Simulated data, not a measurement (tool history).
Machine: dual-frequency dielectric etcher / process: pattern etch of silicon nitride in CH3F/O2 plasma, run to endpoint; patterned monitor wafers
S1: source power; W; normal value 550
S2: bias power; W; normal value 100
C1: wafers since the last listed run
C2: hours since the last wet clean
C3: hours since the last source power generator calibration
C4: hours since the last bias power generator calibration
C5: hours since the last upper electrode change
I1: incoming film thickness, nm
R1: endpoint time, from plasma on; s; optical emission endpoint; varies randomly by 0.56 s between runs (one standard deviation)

{"run": 1, "hour": 0.0, "S1": 550, "S2": 91, "C1": 0, "C2": 137.1, "C3": 2391, "C4": 4088.2, "C5": 6283.9, "I1": 87.8, "R1": 83.2}
{"run": 2, "hour": 6.0, "S1": 550, "S2": 100, "C1": 48, "C2": 143.1, "C3": 2397, "C4": 4094.2, "C5": 6289.9, "I1": 86.7, "R1": 78.2}
{"run": 3, "hour": 18.2, "S1": 660, "S2": 100, "C1": 99, "C2": 155.3, "C3": 2409.2, "C4": 4106.4, "C5": 6302.1, "I1": 87.4, "R1": 74.9}
{"run": 4, "hour": 33.8, "S1": 500, "S2": 82, "C1": 126, "C2": 170.9, "C3": 2424.8, "C4": 4122, "C5": 6317.7, "I1": 87.1, "R1": 87.8}
{"run": 5, "hour": 40.5, "S1": 500, "S2": 82, "C1": 54, "C2": 177.6, "C3": 2431.5, "C4": 4128.7, "C5": 6324.4, "I1": 87.2, "R1": 88.6}
{"run": 6, "hour": 47.7, "S1": 500, "S2": 82, "C1": 58, "C2": 184.8, "C3": 2438.7, "C4": 4135.9, "C5": 6331.6, "I1": 87.6, "R1": 89.1}
{"run": 7, "hour": 74.9, "S1": 550, "S2": 100, "C1": 221, "C2": 212, "C3": 2465.9, "C4": 4163.1, "C5": 6358.8, "I1": 87.9, "R1": 79.5}
{"hour": 122.1, "done": "upper electrode replaced"}
{"run": 8, "hour": 122.6, "S1": 550, "S2": 100, "C1": 192, "C2": 259.7, "C3": 2513.6, "C4": 4210.8, "C5": 0.5, "I1": 87.3, "R1": 78.2}
{"run": 9, "hour": 129.6, "S1": 550, "S2": 100, "C1": 56, "C2": 266.7, "C3": 2520.6, "C4": 4217.8, "C5": 7.5, "I1": 87.7, "R1": 80}
{"run": 10, "hour": 141.0, "S1": 550, "S2": 100, "C1": 92, "C2": 278.1, "C3": 2532, "C4": 4229.2, "C5": 18.9, "I1": 87.1, "R1": 78}
{"run": 11, "hour": 153.6, "S1": 550, "S2": 100, "C1": 102, "C2": 290.7, "C3": 2544.6, "C4": 4241.8, "C5": 31.5, "I1": 87, "R1": 79.4}
{"run": 12, "hour": 163.1, "S1": 550, "S2": 100, "C1": 77, "C2": 300.2, "C3": 2554.1, "C4": 4251.3, "C5": 41, "I1": 87.2, "R1": 78.9}
{"run": 13, "hour": 171.0, "S1": 550, "S2": 100, "C1": 64, "C2": 308.1, "C3": 2562, "C4": 4259.2, "C5": 48.9, "I1": 87, "R1": 78.8}
{"run": 14, "hour": 183.1, "S1": 520, "S2": 107, "C1": 98, "C2": 320.2, "C3": 2574.1, "C4": 4271.3, "C5": 61, "I1": 87.6, "R1": 77.2}
{"run": 15, "hour": 197.8, "S1": 550, "S2": 100, "C1": 119, "C2": 334.9, "C3": 2588.8, "C4": 4286, "C5": 75.7, "I1": 88.3, "R1": 79.3}
{"run": 16, "hour": 242.3, "S1": 500, "S2": 82, "C1": 362, "C2": 379.4, "C3": 2633.3, "C4": 4330.5, "C5": 120.2, "I1": 87.7, "R1": 86.9}
{"run": 17, "hour": 252.4, "S1": 550, "S2": 100, "C1": 82, "C2": 389.5, "C3": 2643.4, "C4": 4340.6, "C5": 130.3, "I1": 86.9, "R1": 78.7}
{"run": 18, "hour": 263.3, "S1": 610, "S2": 114, "C1": 88, "C2": 400.4, "C3": 2654.3, "C4": 4351.5, "C5": 141.2, "I1": 86.9, "R1": 70.7}
{"run": 19, "hour": 277.4, "S1": 670, "S2": 117, "C1": 114, "C2": 414.5, "C3": 2668.4, "C4": 4365.6, "C5": 155.3, "I1": 86.7, "R1": 67.7}
{"hour": 293.1, "done": "source power generator calibrated"}
{"run": 20, "hour": 324.1, "S1": 470, "S2": 100, "C1": 347, "C2": 461.2, "C3": 31, "C4": 4412.3, "C5": 202, "I1": 86.6, "R1": 82.3}

Run 21 is up next; what results do you expect?
{"hour": 356.6, "done": "wet clean of the chamber"}
{"run": 21, "hour": 357.1, "S1": 640, "S2": 79, "C1": 73, "C2": 0.5, "C3": 64, "C4": 4445.3, "C5": 235, "I1": 88.2, "R1": "?"}

R1: 84.4 s
Take away the tool's hidden state, keep the run-to-run variation as it was, and the same run would have given R1 83.8 s.
